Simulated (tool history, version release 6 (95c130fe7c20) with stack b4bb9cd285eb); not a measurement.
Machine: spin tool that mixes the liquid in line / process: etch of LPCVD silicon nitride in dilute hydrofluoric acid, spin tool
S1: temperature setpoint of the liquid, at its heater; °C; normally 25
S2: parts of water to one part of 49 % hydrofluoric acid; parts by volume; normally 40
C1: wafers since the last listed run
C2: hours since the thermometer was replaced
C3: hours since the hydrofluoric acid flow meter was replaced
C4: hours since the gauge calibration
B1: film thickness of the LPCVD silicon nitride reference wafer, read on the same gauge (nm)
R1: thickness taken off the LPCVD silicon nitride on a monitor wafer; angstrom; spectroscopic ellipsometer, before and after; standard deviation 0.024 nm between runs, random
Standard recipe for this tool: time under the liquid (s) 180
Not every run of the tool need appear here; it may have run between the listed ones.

run 1 hour=0 | S1=29 S2=40 time_under_the_liquid_(s)=215 | C1=0 C2=1704.6 C3=1544.2 C4=312.4 | B1=30.03 | R1=35.53
run 2 hour=9.9 | S1=29 S2=40 time_under_the_liquid_(s)=215 | C1=90 C2=1714.5 C3=1554.1 C4=322.3 | B1=29.998 | R1=35.23
run 3 hour=43.6 | S1=29 S2=40 time_under_the_liquid_(s)=215 | C1=309 C2=1748.2 C3=1587.8 C4=356 | B1=30.004 | R1=35.85
-- hour=52.5 thermometer replaced
run 4 hour=59.2 | S1=25 S2=40 time_under_the_liquid_(s)=130 | C1=134 C2=6.7 C3=1603.4 C4=371.6 | B1=29.986 | R1=16.31
run 5 hour=71.6 | S1=25 S2=40 time_under_the_liquid_(s)=180 | C1=113 C2=19.1 C3=1615.8 C4=384 | B1=30.021 | R1=22.7
run 6 hour=84.3 | S1=25 S2=40 time_under_the_liquid_(s)=180 | C1=116 C2=31.8 C3=1628.5 C4=396.7 | B1=29.994 | R1=22.68
run 7 hour=96.4 | S1=25 S2=40 time_under_the_liquid_(s)=180 | C1=111 C2=43.9 C3=1640.6 C4=408.8 | B1=29.964 | R1=22.76
run 8 hour=103 | S1=27 S2=40 time_under_the_liquid_(s)=180 | C1=60 C2=50.5 C3=1647.2 C4=415.4 | B1=29.981 | R1=25.99
run 9 hour=109.5 | S1=27 S2=40 time_under_the_liquid_(s)=180 | C1=59 C2=57 C3=1653.7 C4=421.9 | B1=30.013 | R1=26.26
run 10 hour=126.4 | S1=27 S2=40 time_under_the_liquid_(s)=180 | C1=155 C2=73.9 C3=1670.6 C4=438.8 | B1=30.027 | R1=26.11
run 11 hour=134 | S1=25 S2=40 time_under_the_liquid_(s)=180 | C1=69 C2=81.5 C3=1678.2 C4=446.4 | B1=29.993 | R1=22.24
run 12 hour=144.6 | S1=25 S2=35 time_under_the_liquid_(s)=180 | C1=97 C2=92.1 C3=1688.8 C4=457 | B1=30.011 | R1=26.15
run 13 hour=154.3 | S1=28 S2=40 time_under_the_liquid_(s)=120 | C1=89 C2=101.8 C3=1698.5 C4=466.7 | B1=30.009 | R1=18.39
run 14 hour=168.6 | S1=25 S2=40 time_under_the_liquid_(s)=180 | C1=131 C2=116.1 C3=1712.8 C4=481 | B1=30.013 | R1=22.78
-- hour=180.1 hydrofluoric acid flow meter replaced
run 15 hour=186.2 | S1=25 S2=40 time_under_the_liquid_(s)=180 | C1=152 C2=133.7 C3=6.1 C4=498.6 | B1=30.015 | R1=24.98
run 16 hour=195.5 | S1=25 S2=40 time_under_the_liquid_(s)=180 | C1=85 C2=143 C3=15.4 C4=507.9 | B1=30.034 | R1=25.68
run 17 hour=211.2 | S1=22 S2=30 time_under_the_liquid_(s)=180 | C1=144 C2=158.7 C3=31.1 C4=523.6 | B1=30.031 | R1=27
run 18 hour=228.5 | S1=25 S2=40 time_under_the_liquid_(s)=140 | C1=158 C2=176 C3=48.4 C4=540.9 | B1=30.002 | R1=20.08
run 19 hour=238.9 | S1=23.5 S2=40 time_under_the_liquid_(s)=130 | C1=95 C2=186.4 C3=58.8 C4=551.3 | B1=30 | R1=16.57
run 20 hour=255.3 | S1=29 S2=40 time_under_the_liquid_(s)=215 | C1=150 C2=202.8 C3=75.2 C4=567.7 | B1=30.001 | R1=39.07
-- hour=262.9 gauge calibrated
run 21 hour=272.8 | S1=23 S2=55 time_under_the_liquid_(s)=145 | C1=160 C2=220.3 C3=92.7 C4=9.9 | B1=30.002 | R1=13.03
run 22 hour=285.1 | S1=22 S2=50 time_under_the_liquid_(s)=115 | C1=112 C2=232.6 C3=105 C4=22.2 | B1=30.025 | R1=10.75
run 23 hour=296.6 | S1=25 S2=55 time_under_the_liquid_(s)=225 | C1=105 C2=244.1 C3=116.5 C4=33.7 | B1=30.026 | R1=23.48
run 24 hour=308.9 | S1=21.5 S2=55 time_under_the_liquid_(s)=275 | C1=112 C2=256.4 C3=128.8 C4=46 | B1=29.999 | R1=22.02
run 25 hour=324 | S1=30 S2=40 time_under_the_liquid_(s)=270 | C1=138 C2=271.5 C3=143.9 C4=61.1 | B1=30.007 | R1=52.45
run 26 hour=330.7 | S1=25 S2=40 time_under_the_liquid_(s)=180 | C1=61 C2=278.2 C3=150.6 C4=67.8 | B1=29.993 | R1=25.28
run 27 hour=344.3 | S1=27.5 S2=40 time_under_the_liquid_(s)=180 | C1=124 C2=291.8 C3=164.2 C4=81.4 | B1=29.992 | R1=29.67
run 28 hour=364.8 | S1=23 S2=45 time_under_the_liquid_(s)=70 | C1=188 C2=312.3 C3=184.7 C4=101.9 | B1=29.989 | R1=7.58
run 29 hour=372.5 | S1=25 S2=50 time_under_the_liquid_(s)=180 | C1=70 C2=320 C3=192.4 C4=109.6 | B1=30.003 | R1=20.18
run 30 hour=383.5 | S1=22.5 S2=60 time_under_the_liquid_(s)=180 | C1=101 C2=331 C3=203.4 C4=120.6 | B1=29.992 | R1=14.52
run 31 hour=393.9 | S1=22.5 S2=30 time_under_the_liquid_(s)=210 | C1=95 C2=341.4 C3=213.8 C4=131 | B1=30.018 | R1=32.12
run 32 hour=404.2 | S1=21 S2=40 time_under_the_liquid_(s)=275 | C1=94 C2=351.7 C3=224.1 C4=141.3 | B1=30.016 | R1=29.49
run 33 hour=427.2 | S1=23.5 S2=55 time_under_the_liquid_(s)=75 | C1=211 C2=374.7 C3=247.1 C4=164.3 | B1=30.045 | R1=6.93

Results for each run, recomputed without the tool's hidden state and with each run's random variation untouched:
Hidden state present: liquid colder than its thermometer reads (K); hydrofluoric acid flow below the setpoint (%); gauge reads high (%).
run=1 R1=39.39
run=2 R1=39.08
run=3 R1=39.86
run=4 R1=18.15
run=5 R1=25.28
run=6 R1=25.28
run=7 R1=25.39
run=8 R1=29.01
run=9 R1=29.32
run=10 R1=29.19
run=11 R1=24.87
run=12 R1=29.26
run=13 R1=20.61
run=14 R1=25.54
run=15 R1=25.02
run=16 R1=25.73
run=17 R1=27.09
run=18 R1=20.17
run=19 R1=16.65
run=20 R1=39.31
run=21 R1=13.13
run=22 R1=10.83
run=23 R1=23.68
run=24 R1=22.23
run=25 R1=52.99
run=26 R1=25.55
run=27 R1=30.02
run=28 R1=7.68
run=29 R1=20.45
run=30 R1=14.73
run=31 R1=32.6
run=32 R1=29.95
run=33 R1=7.05
